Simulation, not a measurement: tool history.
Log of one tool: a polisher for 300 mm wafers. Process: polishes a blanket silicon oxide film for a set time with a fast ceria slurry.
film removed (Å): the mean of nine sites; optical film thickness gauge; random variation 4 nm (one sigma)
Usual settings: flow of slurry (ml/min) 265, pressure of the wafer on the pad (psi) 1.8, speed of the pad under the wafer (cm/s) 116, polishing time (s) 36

| run | hour | flow of slurry (ml/min) | pressure of the wafer on the pad (psi) | speed of the pad under the wafer (cm/s) | polishing time (s) | wafers since the last listed run | wafers polished on this pad | hours since the slurry nozzle was cleaned | hours since the head pressure was calibrated | incoming thickness of the incoming film, nm | film removed (Å) |
|---|---|---|---|---|---|---|---|---|---|---|---|
| 1 | 0.0 | 265 | 1.8 | 116 | 36 | 0 | 3831 | 212.8 | 1007.3 | 2809.7 | 4080 |
| 2 | 52.2 | 265 | 1.8 | 116 | 36 | 738 | 4570 | 265.0 | 1059.5 | 2773.0 | 4025 |
|  | 69.4 | slurry nozzle cleaned |
|  | 81.5 | worn pad replaced by a new one |
| 3 | 106.3 | 265 | 1.8 | 116 | 36 | 694 | 351 | 36.9 | 1113.6 | 2820.9 | 4017 |
| 4 | 174.2 | 265 | 2.3 | 116 | 42 | 960 | 1312 | 104.8 | 1181.5 | 2788.9 | 6089 |
| 5 | 225.2 | 265 | 2.3 | 116 | 42 | 721 | 2034 | 155.8 | 1232.5 | 2781.3 | 6071 |
| 6 | 264.5 | 265 | 2.3 | 116 | 42 | 556 | 2590 | 195.1 | 1271.8 | 2804.7 | 6007 |
| 7 | 313.9 | 265 | 1.8 | 116 | 36 | 699 | 3289 | 244.5 | 1321.2 | 2740.0 | 4037 |
|  | 356.2 | slurry nozzle cleaned |
| 8 | 366.8 | 265 | 1.8 | 116 | 36 | 734 | 4023 | 10.6 | 1374.1 | 2841.1 | 4040 |
|  | 381.0 | worn pad replaced by a new one |
|  | 512.8 | head pressure recalibrated |
| 9 | 567.9 | 265 | 1.8 | 116 | 36 | 2760 | 2617 | 211.7 | 55.1 | 2799.3 | 4015 |
| 10 | 617.9 | 265 | 1.8 | 116 | 36 | 707 | 3324 | 261.7 | 105.1 | 2816.3 | 3987 |
|  | 651.8 | slurry nozzle cleaned |
| 11 | 688.3 | 265 | 1.8 | 116 | 36 | 982 | 4306 | 36.5 | 175.5 | 2803.1 | 4103 |
|  | 734.3 | worn pad replaced by a new one |
| 12 | 756.8 | 265 | 1.4 | 116 | 36 | 912 | 318 | 105.0 | 244.0 | 2825.4 | 3231 |
| 13 | 933.8 | 315 | 1.8 | 116 | 36 | 2504 | 2823 | 282.0 | 421.0 | 2842.1 | 4134 |
|  | 950.8 | slurry nozzle cleaned |
| 14 | 958.1 | 240 | 1.8 | 116 | 36 | 329 | 3153 | 7.3 | 445.3 | 2834.0 | 4056 |
|  | 1007.0 | worn pad replaced by a new one |
| 15 | 1029.0 | 265 | 1.3 | 116 | 48 | 946 | 311 | 78.2 | 516.2 | 2780.8 | 3896 |
| 16 | 1095.2 | 265 | 1.5 | 76 | 43 | 936 | 1248 | 144.4 | 582.4 | 2792.7 | 3222 |
| 17 | 1121.1 | 265 | 1.8 | 116 | 36 | 366 | 1614 | 170.3 | 608.3 | 2779.5 | 4025 |
| 18 | 1155.4 | 235 | 2.4 | 152 | 27 | 485 | 2100 | 204.6 | 642.6 | 2769.4 | 4745 |
| 19 | 1217.6 | 265 | 1.8 | 116 | 36 | 880 | 2980 | 266.8 | 704.8 | 2782.1 | 4104 |
| 20 | 1273.0 | 265 | 1.8 | 116 | 36 | 783 | 3764 | 322.2 | 760.2 | 2776.8 | 4044 |
|  | 1282.8 | worn pad replaced by a new one |
| 21 | 1314.8 | 265 | 1.8 | 116 | 49 | 534 | 453 | 364.0 | 802.0 | 2826.9 | 5431 |
|  | 1326.0 | slurry nozzle cleaned |
| 22 | 1415.7 | 265 | 1.8 | 116 | 36 | 1413 | 1867 | 89.7 | 902.9 | 2819.7 | 3981 |
| 23 | 1465.2 | 235 | 1.8 | 116 | 36 | 700 | 2567 | 139.2 | 952.4 | 2786.0 | 4046 |
| 24 | 1518.7 | 265 | 1.8 | 98 | 28 | 757 | 3324 | 192.7 | 1005.9 | 2785.7 | 2905 |
| 25 | 1576.5 | 265 | 1.8 | 154 | 36 | 817 | 4142 | 250.5 | 1063.7 | 2753.5 | 4832 |

Forecast each of these 4 alternatives for the next run:
| A | 1576.9 | 265 | 1.8 | 116 | 32 | 5 | 4148 | 250.9 | 1064.1 | 2755.1 | ? |
| B | 1576.9 | 210 | 1.8 | 92 | 36 | 5 | 4148 | 250.9 | 1064.1 | 2755.1 | ? |
| C | 1576.9 | 210 | 1.8 | 138 | 36 | 5 | 4148 | 250.9 | 1064.1 | 2755.1 | ? |
| D | 1576.9 | 200 | 1.8 | 116 | 43 | 5 | 4148 | 250.9 | 1064.1 | 2755.1 | ? |

| run | film removed (Å) |
|---|---|
| A | 3561 |
| B | 3435 |
| C | 4368 |
| D | 4661 |
Without the tool's hidden state the same runs would have given:
| run | film removed (Å) |
|---|---|
| A | 3561 |
| B | 3435 |
| C | 4368 |
| D | 4661 |

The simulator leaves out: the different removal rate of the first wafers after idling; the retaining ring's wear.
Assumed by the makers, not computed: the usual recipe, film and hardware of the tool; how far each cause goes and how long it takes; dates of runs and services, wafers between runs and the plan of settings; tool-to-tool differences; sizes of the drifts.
